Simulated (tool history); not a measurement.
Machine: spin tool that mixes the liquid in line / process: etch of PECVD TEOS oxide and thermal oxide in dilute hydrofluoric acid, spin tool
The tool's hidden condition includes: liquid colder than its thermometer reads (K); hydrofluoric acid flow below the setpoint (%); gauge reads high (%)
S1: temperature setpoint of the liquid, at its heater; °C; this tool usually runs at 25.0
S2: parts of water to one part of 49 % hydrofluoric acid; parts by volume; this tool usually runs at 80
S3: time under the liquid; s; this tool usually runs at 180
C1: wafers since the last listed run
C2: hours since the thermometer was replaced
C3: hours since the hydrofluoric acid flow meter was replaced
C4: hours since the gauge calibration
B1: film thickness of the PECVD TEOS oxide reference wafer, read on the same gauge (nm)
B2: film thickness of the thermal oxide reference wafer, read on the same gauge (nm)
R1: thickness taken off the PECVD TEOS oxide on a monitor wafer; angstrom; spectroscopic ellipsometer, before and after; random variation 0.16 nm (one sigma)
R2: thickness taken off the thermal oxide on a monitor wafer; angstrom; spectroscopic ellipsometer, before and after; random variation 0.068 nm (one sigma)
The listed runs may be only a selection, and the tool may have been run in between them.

| run | hour | S1 | S2 | S3 | C1 | C2 | C3 | C4 | B1 | B2 | R1 | R2 |
|---|---|---|---|---|---|---|---|---|---|---|---|---|
| 1 | 0.0 | 25.0 | 80 | 235 | 0 | 1395.9 | 1300.5 | 915.1 | 70.01 | 30.00 | 540.3 | 152.2 |
| 2 | 28.2 | 25.0 | 70 | 255 | 179 | 1424.1 | 1328.7 | 943.3 | 70.01 | 30.01 | 682.0 | 188.1 |
| 3 | 64.0 | 28.0 | 55 | 180 | 228 | 1459.9 | 1364.5 | 979.1 | 69.99 | 30.02 | 703.6 | 196.4 |
| 4 | 82.2 | 25.0 | 80 | 180 | 116 | 1478.1 | 1382.7 | 997.3 | 69.99 | 29.98 | 416.1 | 115.0 |
| 5 | 114.5 | 25.0 | 80 | 180 | 205 | 1510.4 | 1415.0 | 1029.6 | 69.99 | 30.03 | 413.6 | 115.3 |
| 6 | 133.4 | 25.0 | 90 | 180 | 120 | 1529.3 | 1433.9 | 1048.5 | 70.02 | 30.00 | 361.5 | 100.2 |
| 7 | 154.4 | 25.0 | 90 | 180 | 133 | 1550.3 | 1454.9 | 1069.5 | 69.98 | 30.01 | 364.8 | 101.2 |
| 8 | 169.5 | 25.0 | 80 | 180 | 96 | 1565.4 | 1470.0 | 1084.6 | 70.03 | 30.01 | 412.1 | 114.4 |
|  | 177.1 | gauge calibrated |
| 9 | 181.6 | 25.0 | 80 | 180 | 77 | 1577.5 | 1482.1 | 4.5 | 70.01 | 30.00 | 410.7 | 114.6 |
| 10 | 202.1 | 21.0 | 50 | 215 | 130 | 1598.0 | 1502.6 | 25.0 | 69.99 | 30.01 | 695.0 | 193.4 |
| 11 | 216.3 | 25.0 | 80 | 180 | 90 | 1612.2 | 1516.8 | 39.2 | 69.98 | 29.99 | 411.8 | 113.9 |
|  | 219.6 | hydrofluoric acid flow meter replaced |
| 12 | 239.7 | 25.0 | 80 | 180 | 142 | 1635.6 | 20.1 | 62.6 | 69.98 | 30.01 | 424.2 | 117.5 |
| 13 | 265.3 | 26.5 | 105 | 145 | 163 | 1661.2 | 45.7 | 88.2 | 70.00 | 30.00 | 266.7 | 75.0 |
| 14 | 296.3 | 21.0 | 95 | 180 | 197 | 1692.2 | 76.7 | 119.2 | 70.00 | 30.02 | 298.7 | 82.7 |
| 15 | 331.0 | 25.0 | 80 | 180 | 221 | 1726.9 | 111.4 | 153.9 | 69.97 | 30.00 | 420.3 | 118.5 |
| 16 | 343.6 | 27.5 | 95 | 270 | 80 | 1739.5 | 124.0 | 166.5 | 69.98 | 29.99 | 581.7 | 160.7 |
| 17 | 369.3 | 25.0 | 80 | 180 | 163 | 1765.2 | 149.7 | 192.2 | 69.99 | 30.01 | 423.2 | 118.5 |
| 18 | 385.0 | 20.5 | 80 | 240 | 100 | 1780.9 | 165.4 | 207.9 | 69.97 | 30.00 | 468.3 | 131.4 |
|  | 397.9 | thermometer replaced |
| 19 | 406.6 | 27.0 | 105 | 280 | 131 | 8.7 | 187.0 | 229.5 | 70.02 | 29.98 | 542.1 | 150.1 |
| 20 | 441.5 | 25.0 | 80 | 180 | 222 | 43.6 | 221.9 | 264.4 | 70.00 | 30.01 | 438.8 | 121.1 |
| 21 | 476.3 | 28.5 | 80 | 125 | 221 | 78.4 | 256.7 | 299.2 | 70.02 | 29.99 | 349.6 | 96.7 |
| 22 | 575.3 | 27.0 | 110 | 250 | 631 | 177.4 | 355.7 | 398.2 | 69.98 | 29.98 | 457.4 | 126.7 |
| 23 | 595.5 | 25.0 | 80 | 180 | 128 | 197.6 | 375.9 | 418.4 | 70.02 | 29.97 | 434.6 | 121.8 |
| 24 | 619.7 | 25.0 | 80 | 180 | 154 | 221.8 | 400.1 | 442.6 | 69.98 | 30.01 | 435.3 | 121.5 |
| 25 | 653.6 | 25.0 | 45 | 180 | 216 | 255.7 | 434.0 | 476.5 | 70.03 | 30.00 | 811.1 | 224.4 |
| 26 | 736.6 | 21.5 | 100 | 180 | 529 | 338.7 | 517.0 | 559.5 | 69.96 | 29.99 | 293.9 | 80.7 |
| 27 | 752.5 | 28.0 | 105 | 80 | 101 | 354.6 | 532.9 | 575.4 | 70.00 | 30.00 | 158.7 | 44.6 |

Per-run results on a tool with no hidden state, each run keeping its own random variation:
| run | R1 | R2 |
|---|---|---|
| 1 | 575.5 | 162.2 |
| 2 | 727.4 | 200.6 |
| 3 | 751.2 | 209.7 |
| 4 | 444.8 | 123.0 |
| 5 | 442.9 | 123.4 |
| 6 | 387.4 | 107.4 |
| 7 | 391.3 | 108.6 |
| 8 | 442.3 | 122.8 |
| 9 | 441.2 | 123.1 |
| 10 | 747.8 | 208.1 |
| 11 | 443.0 | 122.5 |
| 12 | 441.5 | 122.3 |
| 13 | 277.7 | 78.0 |
| 14 | 312.0 | 86.4 |
| 15 | 439.3 | 123.9 |
| 16 | 607.7 | 167.9 |
| 17 | 443.2 | 124.1 |
| 18 | 491.4 | 137.9 |
| 19 | 548.4 | 151.8 |
| 20 | 444.4 | 122.7 |
| 21 | 354.6 | 98.1 |
| 22 | 466.2 | 129.1 |
| 23 | 443.2 | 124.2 |
| 24 | 444.3 | 124.0 |
| 25 | 829.0 | 229.4 |
| 26 | 301.7 | 82.8 |
| 27 | 163.0 | 45.8 |
